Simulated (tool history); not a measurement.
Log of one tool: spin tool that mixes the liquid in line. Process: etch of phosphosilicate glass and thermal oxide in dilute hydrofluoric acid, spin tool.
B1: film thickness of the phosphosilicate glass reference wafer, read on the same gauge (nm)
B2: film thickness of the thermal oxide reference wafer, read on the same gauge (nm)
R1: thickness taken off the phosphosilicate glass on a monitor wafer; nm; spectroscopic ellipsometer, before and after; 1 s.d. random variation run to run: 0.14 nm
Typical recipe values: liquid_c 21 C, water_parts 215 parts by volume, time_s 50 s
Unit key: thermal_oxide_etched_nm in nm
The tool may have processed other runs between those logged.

run 1 hour=0 | liquid_c=21 water_parts=150 time_s=50 | B1=49.96 B2=129.999 | R1=29.93 thermal_oxide_etched_nm=1.329
run 2 hour=14.2 | liquid_c=21 water_parts=150 time_s=50 | B1=50.04 B2=129.995 | R1=29.56 thermal_oxide_etched_nm=1.364
run 3 hour=27.8 | liquid_c=21 water_parts=215 time_s=50 | B1=50.03 B2=130.001 | R1=19.3 thermal_oxide_etched_nm=0.897
run 4 hour=42.6 | liquid_c=21 water_parts=215 time_s=50 | B1=50.07 B2=129.988 | R1=19.06 thermal_oxide_etched_nm=0.899
run 5 hour=50.2 | liquid_c=21 water_parts=215 time_s=50 | B1=49.97 B2=130.018 | R1=19.32 thermal_oxide_etched_nm=0.855
run 6 hour=61.5 | liquid_c=21 water_parts=215 time_s=50 | B1=50.02 B2=130.001 | R1=19.35 thermal_oxide_etched_nm=0.834
run 7 hour=71.3 | liquid_c=21 water_parts=215 time_s=50 | B1=49.96 B2=129.982 | R1=18.87 thermal_oxide_etched_nm=0.931
run 8 hour=107.1 | liquid_c=21 water_parts=215 time_s=50 | B1=50 B2=130.009 | R1=18.97 thermal_oxide_etched_nm=0.899
run 9 hour=117.5 | liquid_c=21 water_parts=215 time_s=50 | B1=49.99 B2=129.996 | R1=18.9 thermal_oxide_etched_nm=0.881
run 10 hour=127 | liquid_c=21 water_parts=215 time_s=50 | B1=49.94 B2=130.016 | R1=18.92 thermal_oxide_etched_nm=0.835
run 11 hour=139.1 | liquid_c=21 water_parts=215 time_s=50 | B1=50.04 B2=129.989 | R1=19.01 thermal_oxide_etched_nm=0.856
run 12 hour=154.9 | liquid_c=21 water_parts=140 time_s=50 | B1=49.99 B2=129.982 | R1=31.67 thermal_oxide_etched_nm=1.428
run 13 hour=169.2 | liquid_c=19.5 water_parts=155 time_s=40 | B1=50 B2=130.004 | R1=20.82 thermal_oxide_etched_nm=0.972
run 14 hour=183.4 | liquid_c=21 water_parts=150 time_s=50 | B1=50 B2=130.006 | R1=29.2 thermal_oxide_etched_nm=1.426
-- hour=194.5 hydrofluoric acid flow meter replaced
-- hour=211 thermometer replaced
-- hour=231.8 gauge calibrated
run 15 hour=232.3 | liquid_c=18.5 water_parts=215 time_s=35 | B1=50.03 B2=130.008 | R1=12.68 thermal_oxide_etched_nm=0.579
run 16 hour=248.5 | liquid_c=18.5 water_parts=260 time_s=50 | B1=49.95 B2=129.994 | R1=14.27 thermal_oxide_etched_nm=0.686
run 17 hour=258 | liquid_c=17 water_parts=260 time_s=50 | B1=50 B2=130.006 | R1=13.65 thermal_oxide_etched_nm=0.662
run 18 hour=275.8 | liquid_c=21 water_parts=270 time_s=50 | B1=50.01 B2=130 | R1=14.9 thermal_oxide_etched_nm=0.7

The next listed run, before its measurement:
run 19 hour=289.1 | liquid_c=21 water_parts=150 time_s=50 | B1=? B2=? | R1=? thermal_oxide_etched_nm=?

{"run 19": {"B1": 50, "B2": 129.986, "R1": 30.65, "thermal_oxide_etched_nm": 1.37}}
With the hidden condition absent and the run-to-run variation left alone, this run would have shown R1 31.13 nm, thermal_oxide_etched_nm 1.392 nm.

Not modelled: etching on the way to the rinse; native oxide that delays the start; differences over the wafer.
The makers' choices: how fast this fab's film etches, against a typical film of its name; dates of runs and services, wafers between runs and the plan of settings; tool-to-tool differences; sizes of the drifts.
